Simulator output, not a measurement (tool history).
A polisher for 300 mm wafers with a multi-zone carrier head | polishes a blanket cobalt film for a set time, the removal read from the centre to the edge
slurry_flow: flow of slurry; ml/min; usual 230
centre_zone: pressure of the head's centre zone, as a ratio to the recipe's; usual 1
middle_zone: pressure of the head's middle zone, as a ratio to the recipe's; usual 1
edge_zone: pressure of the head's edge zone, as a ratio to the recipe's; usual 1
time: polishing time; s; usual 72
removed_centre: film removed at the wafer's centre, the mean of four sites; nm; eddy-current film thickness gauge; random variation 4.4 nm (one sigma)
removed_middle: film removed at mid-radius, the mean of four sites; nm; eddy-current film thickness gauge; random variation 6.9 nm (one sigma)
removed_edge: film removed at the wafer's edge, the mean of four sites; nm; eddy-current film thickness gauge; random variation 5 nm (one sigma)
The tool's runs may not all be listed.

run    hour  slurry_flow  centre_zone  middle_zone  edge_zone  time  wafers since the last listed run  wafers polished on this pad  hours since the slurry nozzle was cleaned  hours since the centre zone pressure was calibrated  hours since the edge zone pressure was calibrated  hours since the carrier head's membrane was replaced  incoming thickness of the incoming film, nm  removed_centre  removed_middle  removed_edge
  1       0          230         1.08            1          1    64                                 0                         1221                                      333.9                                                 70.2                                              546.2                                                   697                                       1436.2           454.1           402.9         437.6
  2    45.4          230            1         1.07        1.1    61                               553                         1774                                      379.3                                                115.6                                              591.6                                                 742.4                                       1414.5           406.8           418.3         432.1
  3    85.2          195            1         0.94          1    59                               484                         2259                                      419.1                                                155.4                                              631.4                                                 782.2                                       1396.3           377.9             352         388.8
      104.6  -- carrier head's membrane replaced by a new one
  4   124.9          150            1            1       0.93    72                               422                         2682                                      458.8                                                195.1                                              671.1                                                  20.3                                       1422.2           412.6           418.8         426.4
      173.6  -- slurry nozzle cleaned
  5     183          155          1.1         0.92          1    57                               695                         3377                                        9.4                                                253.2                                              729.2                                                  78.4                                       1448.8           387.5           330.8         372.1
  6   210.6          230            1            1          1    72                               336                         3714                                         37                                                280.8                                              756.8                                                   106                                       1423.4           483.3           475.3         488.7
  7     278          170            1         1.03          1    72                               821                         4535                                      104.4                                                348.2                                              824.2                                                 173.4                                       1420.8           453.8           452.1           466
  8   324.8          200            1            1          1    72                               570                         5105                                      151.2                                                  395                                                871                                                 220.2                                       1427.2           474.3           455.8         481.6
  9   386.9          230            1            1       0.88    90                               756                         5862                                      213.3                                                457.1                                              933.1                                                 282.3                                       1397.1           593.1           590.4         584.3
      420.1  -- worn pad replaced by a new one
 10   420.6          230            1         0.96        0.9    72                               361                            5                                        247                                                490.8                                              966.8                                                   316                                       1429.8           475.6           445.9         466.7
 11   450.1          255            1            1       0.89    72                               359                          365                                      276.5                                                520.3                                              996.3                                                 345.5                                       1417.2           480.5           473.2         460.4
 12   476.5          230            1            1          1    72                               321                          686                                      302.9                                                546.7                                             1022.7                                                 371.9                                       1415.8           471.5           475.2         490.4
 13   508.2          230            1            1          1    72                               386                         1072                                      334.6                                                578.4                                             1054.4                                                 403.6                                       1388.4             469           484.5         482.6
 14   571.4          230            1            1          1    72                               770                         1842                                      397.8                                                641.6                                             1117.6                                                 466.8                                       1416.7           471.8           478.7           472
 15     643          230          1.1          1.1       0.94    61                               872                         2715                                      469.4                                                713.2                                             1189.2                                                 538.4                                         1425           438.7           421.7         391.2
      673.6  -- centre zone pressure recalibrated
 16   710.6          230            1         0.96          1    92                               799                         3514                                        537                                                   37                                             1256.8                                                   606                                       1420.8           593.9           580.4         608.3
      726.4  -- slurry nozzle cleaned
      775.2  -- carrier head's membrane replaced by a new one
 17   900.1          230            1            1       0.93    72                              2235                         5750                                      173.7                                                226.5                                             1446.3                                                 124.9                                       1403.6           483.7           474.8         484.3
      909.2  -- edge zone pressure recalibrated
        951  -- worn pad replaced by a new one
 18   951.5          195            1         0.94          1    59                               553                            6                                      225.1                                                277.9                                               42.3                                                 176.3                                         1395           385.7           356.7         392.9
 19   999.5          230         0.97            1       0.91    72                               584                          591                                      273.1                                                325.9                                               90.3                                                 224.3                                       1441.4           453.7           469.1         466.2
 20  1039.2          230            1            1          1    72                               483                         1074                                      312.8                                                365.6                                                130                                                   264                                       1428.2           471.1           472.1         491.5
 21  1071.7          230         1.06            1       0.92    91                               395                         1470                                      345.3                                                398.1                                              162.5                                                 296.5                                       1405.5           645.4           578.4         586.8

5 ways to go on from here, each from the tool as it stands after run 21. What would each give?
  A  1072.2          230            1            1          1    72                                 6                         1476                                      345.8                                                398.6                                                163                                                   297                                       1415.1               ?               ?             ?
  B  1072.2          230         0.91         1.09          1    72                                 6                         1476                                      345.8                                                398.6                                                163                                                   297                                       1415.1               ?               ?             ?
  C  1072.2          175            1            1          1    92                                 6                         1476                                      345.8                                                398.6                                                163                                                   297                                       1415.1               ?               ?             ?
  D  1072.2          305            1            1          1    72                                 6                         1476                                      345.8                                                398.6                                                163                                                   297                                       1415.1               ?               ?             ?
  E  1072.2          155            1          0.9       1.04    50                                 6                         1476                                      345.8                                                398.6                                                163                                                   297                                       1415.1               ?               ?             ?

run  removed_centre  removed_middle  removed_edge
  A           473.7           478.8           492
  B             431           515.5         491.4
  C           570.3           580.5         605.1
  D           494.9             498         506.6
  E           299.5           280.4         328.1
Without the tool's hidden state the same runs would have given:
run  removed_centre  removed_middle  removed_edge
  A           486.3           490.3         500.7
  B           442.5           527.8         500.1
  C           591.2           599.2         619.1
  D           504.6           506.8         513.4
  E           312.1           290.8         336.7
